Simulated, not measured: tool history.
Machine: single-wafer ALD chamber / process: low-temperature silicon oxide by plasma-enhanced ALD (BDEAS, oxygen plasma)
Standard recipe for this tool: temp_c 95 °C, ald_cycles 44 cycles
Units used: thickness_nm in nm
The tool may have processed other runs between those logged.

run	hour	temp_c	ald_cycles	wafers since the last listed run	hours since the last thermocouple change	hours since the gauge calibration	read-back reference wafer on the same gauge, thickness_nm	thickness_nm
1	0.0	90	44	0	2041.1	60.2	7.059	7.156
2	41.9	90	44	172	2083.0	102.1	7.057	7.177
3	97.0	95	38	227	2138.1	157.2	7.051	6.110
4	147.4	95	38	207	2188.5	207.6	7.046	6.094
5	205.5	95	38	239	2246.6	265.7	7.040	6.089
6	260.3	95	44	226	2301.4	320.5	7.025	7.009
7	329.4	95	44	285	2370.5	389.6	7.009	7.012
8	398.3	95	44	284	2439.4	458.5	6.995	6.967
# hour 426.8: gauge calibrated
# hour 481.4: thermocouple changed; heater temperature recalibrated
9	553.5	106	36	607	72.1	126.7	7.051	5.609
10	604.9	95	44	212	123.5	178.1	7.046	7.036
11	656.4	90	47	212	175.0	229.6	7.043	7.637
12	691.7	104	35	145	210.3	264.9	7.035	5.462
13	732.0	95	44	166	250.6	305.2	7.030	7.027
14	795.7	85	50	262	314.3	368.9	7.021	8.214
15	822.4	85	37	110	341.0	395.6	7.007	6.102
16	866.6	83	38	182	385.2	439.8	7.005	6.271

Below are 4 alternative next runs, each starting from the tool's condition after run 16. Predict each:
A	867.1	95	44	2	385.7	440.3	?	?
B	867.1	88	44	2	385.7	440.3	?	?
C	867.1	91	49	2	385.7	440.3	?	?
D	867.1	86	39	2	385.7	440.3	?	?

run	read-back reference wafer on the same gauge, thickness_nm	thickness_nm
A	6.998	7.013
B	6.998	7.166
C	6.998	7.907
D	6.998	6.391
Had the tool no hidden state, the same runs would have come out as:
run	thickness_nm
A	7.065
B	7.220
C	7.966
D	6.438
